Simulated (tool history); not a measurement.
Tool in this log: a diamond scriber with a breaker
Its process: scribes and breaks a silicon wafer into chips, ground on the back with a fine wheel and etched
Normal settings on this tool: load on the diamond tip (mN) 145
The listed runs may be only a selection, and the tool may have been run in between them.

run,hour,load on the diamond tip (mN),"incoming depth of the damage left on the back of the incoming wafer, um",depth of the median crack under the scribed line (nm),chips rejected at inspection after the break (%)
1,0.0,145,0.38,12360,5.69
2,12.1,145,0.50,12350,5.08
3,27.3,145,0.62,12390,5.22
4,35.4,129,0.62,10990,10.13
5,69.7,129,0.64,11040,10.58
6,76.4,145,0.61,12250,5.80
7,107.2,145,0.62,14790,1.20
8,117.0,171,0.62,17800,4.46
9,130.5,182,0.48,18930,6.93
10,147.2,134,0.71,12910,3.49
11,155.5,145,0.42,14330,1.32
12,168.3,112,0.32,9750,19.03
13,176.6,145,0.67,14070,1.49
14,194.3,160,0.69,15910,1.44
15,207.7,161,0.34,15860,1.55
16,217.6,162,0.56,15990,1.52
17,224.4,101,0.44,7900,41.92

Missing from the log above: 2 entries noted between runs. For each, name the pair of listed runs it sits between and say how the tool's hidden condition differs from the listed run just before to the listed run just after:
Run 6 -> run 7: diamond tip replaced by a new one, of another model than before (hour 103.5)
  share of the diamond tip's cutting effectiveness lost through wear, %: 25.8 -> 3.05
  measured minus no-state result, depth of the median crack under the scribed line (nm): -2690 -> -310; chips rejected at inspection after the break (%): +4.61 -> +0.05
Run 7 -> run 8: load on the tip recalibrated (hour 116.5)
  share of the diamond tip's cutting effectiveness lost through wear, %: 3.05 -> 3.86
  measured minus no-state result, depth of the median crack under the scribed line (nm): -310 -> -480; chips rejected at inspection after the break (%): +0.05 -> -1.07

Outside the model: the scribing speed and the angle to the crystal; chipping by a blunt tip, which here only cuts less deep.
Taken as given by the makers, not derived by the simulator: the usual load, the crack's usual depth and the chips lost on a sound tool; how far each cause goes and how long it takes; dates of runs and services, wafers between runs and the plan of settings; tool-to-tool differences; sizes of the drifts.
